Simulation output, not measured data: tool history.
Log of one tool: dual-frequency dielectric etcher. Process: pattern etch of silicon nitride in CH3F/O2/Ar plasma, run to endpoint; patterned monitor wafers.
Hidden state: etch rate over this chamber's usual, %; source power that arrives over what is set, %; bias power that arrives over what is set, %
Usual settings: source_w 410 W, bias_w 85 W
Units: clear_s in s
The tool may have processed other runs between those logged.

run	hour	source_w	bias_w	wafers since the last listed run	hours since the last wet clean	hours since the last source power generator calibration	hours since the last bias power generator calibration	hours since the last upper electrode change	incoming incoming film thickness, nm	clear_s
1	0	410	85	0	324.8	1377.4	844.3	4127.3	31.8	47.3
2	24.9	410	85	419	349.7	1402.3	869.2	4152.2	31.8	47.5
# hour 50.3: wet clean of the chamber
3	91.1	410	85	710	40.8	1468.5	935.4	4218.4	31.76	45.5
4	149.7	410	85	986	99.4	1527.1	994	4277	31.54	45.4
5	214.3	410	85	1087	164	1591.7	1058.6	4341.6	31.66	46
6	265.1	410	91	855	214.8	1642.5	1109.4	4392.4	31.36	44.9
7	328.3	450	85	1064	278	1705.7	1172.6	4455.6	31.55	45.6
# hour 367.9: wet clean of the chamber
8	391.6	410	74	661	23.7	1769	1235.9	4518.9	31.72	46.8
9	418.2	410	74	447	50.3	1795.6	1262.5	4545.5	31.52	47.4
10	461.9	410	85	735	94	1839.3	1306.2	4589.2	31.3	45
11	533.7	410	85	1209	165.8	1911.1	1378	4661	31.67	45.9
12	560.2	410	85	446	192.3	1937.6	1404.5	4687.5	31.63	46
13	585	410	85	417	217.1	1962.4	1429.3	4712.3	31.79	46.1
# hour 635.7: bias power generator calibrated
14	641.8	410	85	889	273.9	2019.2	6.1	4769.1	31.53	46.3
15	666.9	410	92	422	299	2044.3	31.2	4794.2	31.67	45.2
# hour 692: wet clean of the chamber
16	717.9	320	85	454	25.9	2095.3	82.2	4845.2	31.98	48.3
17	747.1	410	68	491	55.1	2124.5	111.4	4874.4	31.48	47.7
18	800.4	360	72	897	108.4	2177.8	164.7	4927.7	32.05	49.9
# hour 820.8: source power generator calibrated
# hour 840: upper electrode replaced
19	870.5	410	85	790	178.5	49.7	234.8	30.5	32.08	46.6
20	913.8	320	99	729	221.8	93	278.1	73.8	31.92	47
21	944.7	470	79	520	252.7	123.9	309	104.7	31.78	45.4
22	978.5	500	95	569	286.5	157.7	342.8	138.5	32	43.2
# hour 1012.6: wet clean of the chamber
23	1015.4	410	85	217	2.8	194.6	379.7	175.4	31.87	45.6
24	1051.7	350	94	611	39.1	230.9	416	211.7	31.74	45.8
25	1100.3	410	79	818	87.7	279.5	464.6	260.3	31.77	47.3
26	1146	500	76	769	133.4	325.2	510.3	306	31.43	45.4
27	1216.8	410	85	1192	204.2	396	581.1	376.8	31.77	46.8
28	1269.4	490	97	885	256.8	448.6	633.7	429.4	31.95	43.3
29	1337.6	440	76	1148	325	516.8	701.9	497.6	31.67	47.5
# hour 1385.5: wet clean of the chamber
30	1497.2	350	97	2283	111.7	676.4	861.5	657.2	31.7	46.1

Selected run-to-run steps in clear_s, each split into two signed amounts: the part the tool would show with no hidden state at all (from settings, incoming material and random variation), and the remainder, which goes to the hidden state together with any gauge scatter not common to the measured and the hidden-state-free results:
Run 2 -> 3: wet clean of the chamber. clear_s -2 s: hidden state -1.7, all else -0.3.
Run 7 -> 8: source_w 450 -> 410, bias_w 85 -> 74, wet clean of the chamber. clear_s +1.2 s: hidden state -1.6, all else +2.8.
Run 15 -> 16: source_w 410 -> 320, bias_w 92 -> 85, wet clean of the chamber. clear_s +3.1 s: hidden state -1.4, all else +4.5.
Run 18 -> 19: source_w 360 -> 410, bias_w 72 -> 85, source power generator calibrated, upper electrode replaced. clear_s -3.3 s: hidden state +0.3, all else -3.6.
Run 27 -> 28: source_w 410 -> 490, bias_w 85 -> 97. clear_s -3.5 s: hidden state +0.1, all else -3.6.
Run 28 -> 29: source_w 490 -> 440, bias_w 97 -> 76. clear_s +4.2 s: hidden state +0.6, all else +3.6.
